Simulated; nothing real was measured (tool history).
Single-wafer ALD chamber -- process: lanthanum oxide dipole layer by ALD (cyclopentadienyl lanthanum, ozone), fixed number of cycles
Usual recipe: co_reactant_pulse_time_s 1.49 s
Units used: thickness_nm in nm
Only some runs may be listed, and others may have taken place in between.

run	day	co_reactant_pulse_time_s	read-back reference wafer on the same gauge, thickness_nm	thickness_nm
1	0	1.65	0.523	0.522
# day 0.467: gauge calibrated
2	2.108	1.65	0.539	0.542
3	3.796	1.65	0.539	0.538
4	6.1	1.49	0.539	0.531
5	7.904	1.49	0.538	0.534
6	15.992	1.49	0.538	0.53
7	18.454	1.49	0.537	0.533
# day 19.688: ozone generator serviced
8	19.708	1.13	0.537	0.504
9	20.8	1.13	0.536	0.507
10	21.921	1.02	0.536	0.497
# day 22.3: showerhead replaced
11	27.408	1.02	0.534	0.492
12	28.825	1.07	0.533	0.497
# day 29.675: thermocouple changed; heater temperature recalibrated
13	30.183	1.49	0.532	0.527
14	34.508	2	0.531	0.542
15	37.371	1.05	0.53	0.492
16	39.454	1.64	0.528	0.528
# day 40.338: gauge calibrated
17	42.433	1.04	0.539	0.505
18	45.142	1.69	0.539	0.541
19	46.304	1.49	0.539	0.535
20	49.004	1.82	0.539	0.544
21	50.638	1.68	0.538	0.541
22	53.021	1.78	0.538	0.547
23	55.479	1.13	0.537	0.51
24	56.838	1.77	0.537	0.546
25	58.962	1.75	0.537	0.539

For some of the steps in thickness_nm from one run to the next: how much would appear even if the tool had no hidden state, given the settings, what came in and random variation, and how much remains for the hidden state plus any gauge scatter that the measured result and the result without hidden state don't share?
Hidden state present: wafer temperature above the value expected at the setpoint (K); ozone dose above that of a generator just serviced (%); gauge reads high (%).
Run 1 -> 2: gauge calibrated. thickness_nm +0.02 nm: hidden state +0.016, all else +0.004.
Run 14 -> 15: co_reactant_pulse_time_s 2 -> 1.05. thickness_nm -0.05 nm: hidden state +0, all else -0.05.
Run 16 -> 17: co_reactant_pulse_time_s 1.64 -> 1.04, gauge calibrated. thickness_nm -0.023 nm: hidden state +0.01, all else -0.033.
Run 22 -> 23: co_reactant_pulse_time_s 1.78 -> 1.13. thickness_nm -0.037 nm: hidden state +0, all else -0.037.

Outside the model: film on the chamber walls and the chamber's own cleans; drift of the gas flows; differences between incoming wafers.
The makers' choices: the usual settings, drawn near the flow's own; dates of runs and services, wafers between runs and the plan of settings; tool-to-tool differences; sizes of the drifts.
